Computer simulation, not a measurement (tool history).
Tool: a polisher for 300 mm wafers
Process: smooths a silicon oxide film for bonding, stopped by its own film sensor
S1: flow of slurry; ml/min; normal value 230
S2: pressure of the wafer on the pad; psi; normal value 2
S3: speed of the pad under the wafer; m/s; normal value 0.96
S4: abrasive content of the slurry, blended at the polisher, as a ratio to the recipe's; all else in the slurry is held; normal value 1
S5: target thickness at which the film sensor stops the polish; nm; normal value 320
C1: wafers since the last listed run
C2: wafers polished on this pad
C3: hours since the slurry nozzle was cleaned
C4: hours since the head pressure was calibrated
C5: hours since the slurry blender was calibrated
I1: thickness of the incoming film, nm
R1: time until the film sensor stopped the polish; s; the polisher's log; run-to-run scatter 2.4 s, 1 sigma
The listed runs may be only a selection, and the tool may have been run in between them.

Run 1, hour 0: usual settings; C1 0; C2 745; C3 661.9; C4 447.3; C5 65.1; I1 404.4. Result: R1 122.3 s.
At hour 8.2: worn pad replaced by a new one.
Run 2, hour 27.7: usual settings; C1 226; C2 186; C3 689.6; C4 475; C5 92.8; I1 402.8. Result: R1 118.1 s.
Run 3, hour 46.2: usual settings but S3 0.84 m/s; C1 177; C2 363; C3 708.1; C4 493.5; C5 111.3; I1 409.1. Result: R1 139.3 s.
Run 4, hour 60.1: usual settings; C1 133; C2 496; C3 722; C4 507.4; C5 125.2; I1 408.9. Result: R1 131.7 s.
Run 5, hour 92.9: usual settings but S4 1.25, S5 297 nm; C1 313; C2 810; C3 754.8; C4 540.2; C5 158; I1 411.8. Result: R1 153.4 s.
At hour 120.4: worn pad replaced by a new one.
Run 6, hour 120.9: usual settings but S4 1.25, S5 297 nm; C1 229; C2 4; C3 782.8; C4 568.2; C5 186; I1 411.7. Result: R1 148.7 s.
At hour 137.7: slurry nozzle cleaned.
Run 7, hour 153.4: usual settings but S4 1.25, S5 297 nm; C1 301; C2 306; C3 15.7; C4 600.7; C5 218.5; I1 411.3. Result: R1 154.1 s.
At hour 176.8: head pressure recalibrated.
Run 8, hour 184.6: usual settings but S1 180 ml/min, S2 2.4 psi, S4 0.7; C1 279; C2 586; C3 46.9; C4 7.8; C5 249.7; I1 410.5. Result: R1 149.8 s.
Run 9, hour 199.5: usual settings but S3 1.18 m/s, S4 0.8; C1 142; C2 728; C3 61.8; C4 22.7; C5 264.6; I1 413.4. Result: R1 141.9 s.
At hour 206.9: worn pad replaced by a new one.
Run 10, hour 223.7: usual settings but S2 2.6 psi; C1 193; C2 160; C3 86; C4 46.9; C5 288.8; I1 410.2. Result: R1 99.4 s.
At hour 250.9: slurry blender recalibrated.
Run 11, hour 259.3: usual settings but S1 280 ml/min, S2 2.3 psi, S4 1.15, S5 336 nm; C1 321; C2 482; C3 121.6; C4 82.5; C5 8.4; I1 408.1. Result: R1 80.3 s.
Run 12, hour 289.7: usual settings but S2 1.4 psi, S3 1.24 m/s, S5 302 nm; C1 291; C2 773; C3 152; C4 112.9; C5 38.8; I1 413.7. Result: R1 185 s.
At hour 307.1: worn pad replaced by a new one.
Run 13, hour 309: usual settings but S4 1.1, S5 329 nm; C1 146; C2 18; C3 171.3; C4 132.2; C5 58.1; I1 415.4. Result: R1 115.4 s.
Run 14, hour 334.8: usual settings but S2 2.5 psi, S3 0.84 m/s, S4 1.25; C1 246; C2 265; C3 197.1; C4 158; C5 83.9; I1 402. Result: R1 90.4 s.
Run 15, hour 365.2: usual settings; C1 291; C2 556; C3 227.5; C4 188.4; C5 114.3; I1 415.6. Result: R1 133.8 s.

Below, some changes in R1 between adjacent runs. For each, the amount present without the hidden state too (settings, incoming material, random variation) and the amount remaining for the hidden state with gauge scatter not shared by both compared results:
The tool's hidden condition here consists of: removal rate lost through wear of the pad, %; slurry flow missing at the pad, %; deviation of the head's pressure from its setpoint, %; abrasive missing from the slurry, %.
Run 7 -> 8: S1 230 -> 180, S2 2 -> 2.4, S4 1.25 -> 0.7, S5 297 -> 320, head pressure recalibrated. R1 -4.3 s: hidden state -12.6, all else +8.3.
Run 11 -> 12: S1 280 -> 230, S2 2.3 -> 1.4, S3 0.96 -> 1.24, S4 1.15 -> 1, S5 336 -> 302. R1 +104.7 s: hidden state +1.5, all else +103.2.

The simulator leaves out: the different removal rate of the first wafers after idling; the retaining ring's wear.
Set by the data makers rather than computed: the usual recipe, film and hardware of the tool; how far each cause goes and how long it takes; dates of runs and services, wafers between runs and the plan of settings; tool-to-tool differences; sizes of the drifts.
